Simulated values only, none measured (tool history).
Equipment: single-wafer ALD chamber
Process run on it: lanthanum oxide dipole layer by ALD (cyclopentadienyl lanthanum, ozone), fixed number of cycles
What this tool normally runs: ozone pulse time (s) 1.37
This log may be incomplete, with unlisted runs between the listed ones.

run,day,ozone pulse time (s),"read-back reference wafer on the same gauge, thickness_nm",mean film thickness on the monitor wafer (Å)
1,0.000,1.65,0.634,5.48
2,3.262,1.65,0.634,5.46
3,5.983,1.65,0.634,5.53
4,7.912,1.37,0.632,5.17
5,9.775,1.37,0.634,5.22
6,13.667,1.37,0.634,5.18
7,15.625,1.76,0.633,5.51
8,19.771,1.76,0.633,5.52
9,23.888,1.37,0.633,5.13
10,25.971,1.37,0.633,5.18
# day 27.954: thermocouple changed; heater temperature recalibrated
11,30.417,1.37,0.633,5.10
12,32.854,1.37,0.634,5.02
# day 34.504: ozone generator serviced
13,37.338,1.37,0.633,5.25
14,41.242,1.37,0.633,5.33
15,44.633,1.64,0.633,5.48
16,48.246,1.90,0.632,5.55

Expected results for the next run?
17,52.438,1.91,?,?

{"run 17": {"read-back reference wafer on the same gauge, thickness_nm": 0.633, "mean film thickness on the monitor wafer (Å)": 5.56}}
The same run, on a tool lacking any hidden state, would have yielded mean film thickness on the monitor wafer (Å) 5.57.
